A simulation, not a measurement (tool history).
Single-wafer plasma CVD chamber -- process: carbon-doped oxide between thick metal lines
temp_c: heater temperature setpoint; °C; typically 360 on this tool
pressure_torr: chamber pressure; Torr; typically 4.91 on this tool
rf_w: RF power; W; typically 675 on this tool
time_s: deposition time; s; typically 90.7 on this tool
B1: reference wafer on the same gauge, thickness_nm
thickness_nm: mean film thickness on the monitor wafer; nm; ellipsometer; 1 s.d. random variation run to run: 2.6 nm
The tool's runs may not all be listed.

run 1 day=0 | temp_c=360 pressure_torr=4.91 rf_w=675 time_s=90.7 | B1=585.009 | thickness_nm=493.885
run 2 day=2.942 | temp_c=360 pressure_torr=4.91 rf_w=675 time_s=90.7 | B1=585.869 | thickness_nm=491.36
run 3 day=4.217 | temp_c=356 pressure_torr=4.91 rf_w=675 time_s=90.7 | B1=585.827 | thickness_nm=498.588
run 4 day=5.625 | temp_c=356 pressure_torr=4.91 rf_w=675 time_s=90.7 | B1=585.077 | thickness_nm=495.686
run 5 day=6.65 | temp_c=372 pressure_torr=4.39 rf_w=740 time_s=102.5 | B1=585.503 | thickness_nm=561.671
run 6 day=8.546 | temp_c=350 pressure_torr=4.29 rf_w=675 time_s=90.7 | B1=584.673 | thickness_nm=494.856
-- day=8.729 gauge calibrated
run 7 day=10.412 | temp_c=356 pressure_torr=4.91 rf_w=675 time_s=104.4 | B1=584.585 | thickness_nm=570.389
run 8 day=12.746 | temp_c=367 pressure_torr=4.29 rf_w=675 time_s=100.5 | B1=585.024 | thickness_nm=525.466
-- day=13.396 capacitance manometer re-zeroed and calibrated
run 9 day=14.9 | temp_c=360 pressure_torr=5.29 rf_w=675 time_s=90.7 | B1=584.399 | thickness_nm=499.106
run 10 day=16.167 | temp_c=345 pressure_torr=3.99 rf_w=675 time_s=99.3 | B1=584.408 | thickness_nm=545.61
run 11 day=18.212 | temp_c=365 pressure_torr=4.91 rf_w=725 time_s=76.7 | B1=585.403 | thickness_nm=422.997
-- day=19.054 thermocouple changed; heater temperature recalibrated
-- day=20.783 showerhead replaced
run 12 day=20.804 | temp_c=360 pressure_torr=5.79 rf_w=675 time_s=90.7 | B1=585.155 | thickness_nm=501.454
run 13 day=22.767 | temp_c=360 pressure_torr=4.36 rf_w=635 time_s=90.7 | B1=585.477 | thickness_nm=457.028
run 14 day=24.779 | temp_c=367 pressure_torr=4.29 rf_w=675 time_s=100.5 | B1=585.383 | thickness_nm=519.668
run 15 day=26.146 | temp_c=360 pressure_torr=4.91 rf_w=675 time_s=90.7 | B1=584.608 | thickness_nm=488.633
run 16 day=28.442 | temp_c=360 pressure_torr=5.77 rf_w=605 time_s=90.7 | B1=585.577 | thickness_nm=467.743
run 17 day=30.796 | temp_c=360 pressure_torr=4.91 rf_w=675 time_s=90.7 | B1=584.105 | thickness_nm=489.432
run 18 day=32.992 | temp_c=368 pressure_torr=4.91 rf_w=630 time_s=73 | B1=585.361 | thickness_nm=368.54
-- day=34.642 RF generator calibrated
run 19 day=35.625 | temp_c=360 pressure_torr=4.91 rf_w=675 time_s=90.7 | B1=584.775 | thickness_nm=505.052
run 20 day=38.367 | temp_c=373 pressure_torr=4.91 rf_w=675 time_s=90.7 | B1=584.525 | thickness_nm=483.152
run 21 day=39.788 | temp_c=348 pressure_torr=4.43 rf_w=570 time_s=86.1 | B1=584.844 | thickness_nm=442.177
run 22 day=41.9 | temp_c=369 pressure_torr=4.19 rf_w=625 time_s=101.1 | B1=585.162 | thickness_nm=504.435
run 23 day=43.096 | temp_c=360 pressure_torr=4.91 rf_w=675 time_s=104.9 | B1=585.548 | thickness_nm=565.923
run 24 day=45.604 | temp_c=360 pressure_torr=5.38 rf_w=575 time_s=90.7 | B1=584.902 | thickness_nm=452.626
run 25 day=47.725 | temp_c=347 pressure_torr=4.91 rf_w=620 time_s=90.7 | B1=585.279 | thickness_nm=483.738
run 26 day=50.362 | temp_c=369 pressure_torr=4.91 rf_w=675 time_s=90.7 | B1=584.792 | thickness_nm=480.635
run 27 day=53.142 | temp_c=348 pressure_torr=4.1 rf_w=795 time_s=98.5 | B1=584.943 | thickness_nm=587.701
run 28 day=55.996 | temp_c=346 pressure_torr=4.03 rf_w=675 time_s=90.7 | B1=584.746 | thickness_nm=491.492
run 29 day=57.067 | temp_c=360 pressure_torr=5.58 rf_w=595 time_s=106 | B1=585.369 | thickness_nm=536.277

The logged runs with the hidden state left out (each run's random variation unchanged):
What the log doesn't record here: wafer temperature above the value expected at the setpoint (K); delivered RF power above the setpoint (%); true pressure above the setpoint (%); gauge reads high (%).
run=1 thickness_nm=508.477
run=2 thickness_nm=507.801
run=3 thickness_nm=516.014
run=4 thickness_nm=513.761
run=5 thickness_nm=582.48
run=6 thickness_nm=514.263
run=7 thickness_nm=593.623
run=8 thickness_nm=547.744
run=9 thickness_nm=520.932
run=10 thickness_nm=569.854
run=11 thickness_nm=441.942
run=12 thickness_nm=524.812
run=13 thickness_nm=478.961
run=14 thickness_nm=544.603
run=15 thickness_nm=512.277
run=16 thickness_nm=490.975
run=17 thickness_nm=513.674
run=18 thickness_nm=387.202
run=19 thickness_nm=511.781
run=20 thickness_nm=493.239
run=21 thickness_nm=453.271
run=22 thickness_nm=519.504
run=23 thickness_nm=583.849
run=24 thickness_nm=469.467
run=25 thickness_nm=503.275
run=26 thickness_nm=501.491
run=27 thickness_nm=614.719
run=28 thickness_nm=515.827
run=29 thickness_nm=563.71
